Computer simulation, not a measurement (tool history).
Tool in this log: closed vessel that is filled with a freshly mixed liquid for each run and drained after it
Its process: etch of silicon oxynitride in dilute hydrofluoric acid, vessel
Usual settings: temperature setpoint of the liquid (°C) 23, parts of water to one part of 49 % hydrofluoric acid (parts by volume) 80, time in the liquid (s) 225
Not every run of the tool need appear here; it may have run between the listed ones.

run,hour,temperature setpoint of the liquid (°C),parts of water to one part of 49 % hydrofluoric acid (parts by volume),time in the liquid (s),wafers since the last listed run,hours since the thermometer was replaced,hours since the hydrofluoric acid flow meter was replaced,hours since the gauge calibration,"read-back film thickness of the silicon oxynitride reference wafer, read on the same gauge (nm)",thickness taken off the silicon oxynitride on a monitor wafer (nm)
1,0,23,80,225,0,1983,338.1,67.2,59.98,9.99
2,32.6,23,80,225,4104,2015.6,370.7,99.8,60.02,9.97
3,62.1,23,80,225,3714,2045.1,400.2,129.3,59.95,9.91
4,96.4,23,80,160,4318,2079.4,434.5,163.6,60.02,7.06
5,160.1,23,80,160,8019,2143.1,498.2,227.3,60.02,7.04
6,190.6,23,80,160,3839,2173.6,528.7,257.8,59.96,7.07
7,218,23,80,225,3449,2201,556.1,285.2,60.02,9.78
8,252,23,80,225,4280,2235,590.1,319.2,59.99,9.88
9,264.3,23,80,225,1548,2247.3,602.4,331.5,60.05,9.82
10,283.6,23,80,225,2429,2266.6,621.7,350.8,60.01,9.92
11,314.8,23,80,225,3928,2297.8,652.9,382,60,9.85
12,336.6,23,80,225,2744,2319.6,674.7,403.8,59.98,9.84
13,409.2,23,110,225,9140,2392.2,747.3,476.4,60.01,6.99
# hour 418.4: gauge calibrated
# hour 435.4: hydrofluoric acid flow meter replaced
14,441,23,80,225,3877,2424,5.6,22.6,59.99,9.85
15,472.9,18,60,225,4016,2455.9,37.5,54.5,60.03,10.36
# hour 479.2: thermometer replaced
16,498.2,27.5,70,270,3059,19,62.8,79.8,59.98,17.91
17,525.5,23,80,225,3437,46.3,90.1,107.1,60.04,10.45
18,544.8,25,80,100,2429,65.6,109.4,126.4,60.03,5.1
19,565.1,18,70,260,2555,85.9,129.7,146.7,59.98,10.83
20,596.5,23,80,305,3953,117.3,161.1,178.1,59.96,14.17
21,618.2,21,60,145,2732,139,182.8,199.8,60,8.18
22,650.7,26,90,155,4091,171.5,215.3,232.3,60.03,7.27
23,678.1,20,50,225,3449,198.9,242.7,259.7,60.03,14.66
24,709.1,23,80,225,3902,229.9,273.7,290.7,60.03,10.4
25,779.1,27,80,275,8812,299.9,343.7,360.7,59.97,15.32

What will run 26 give?
26,813.3,23,80,225,4305,334.1,377.9,394.9,?,?

Run 26 produced read-back film thickness of the silicon oxynitride reference wafer, read on the same gauge (nm) 59.99, thickness taken off the silicon oxynitride on a monitor wafer (nm) 10.34.
With the hidden condition absent and the run-to-run variation left alone, this run would have shown thickness taken off the silicon oxynitride on a monitor wafer (nm) 10.48.

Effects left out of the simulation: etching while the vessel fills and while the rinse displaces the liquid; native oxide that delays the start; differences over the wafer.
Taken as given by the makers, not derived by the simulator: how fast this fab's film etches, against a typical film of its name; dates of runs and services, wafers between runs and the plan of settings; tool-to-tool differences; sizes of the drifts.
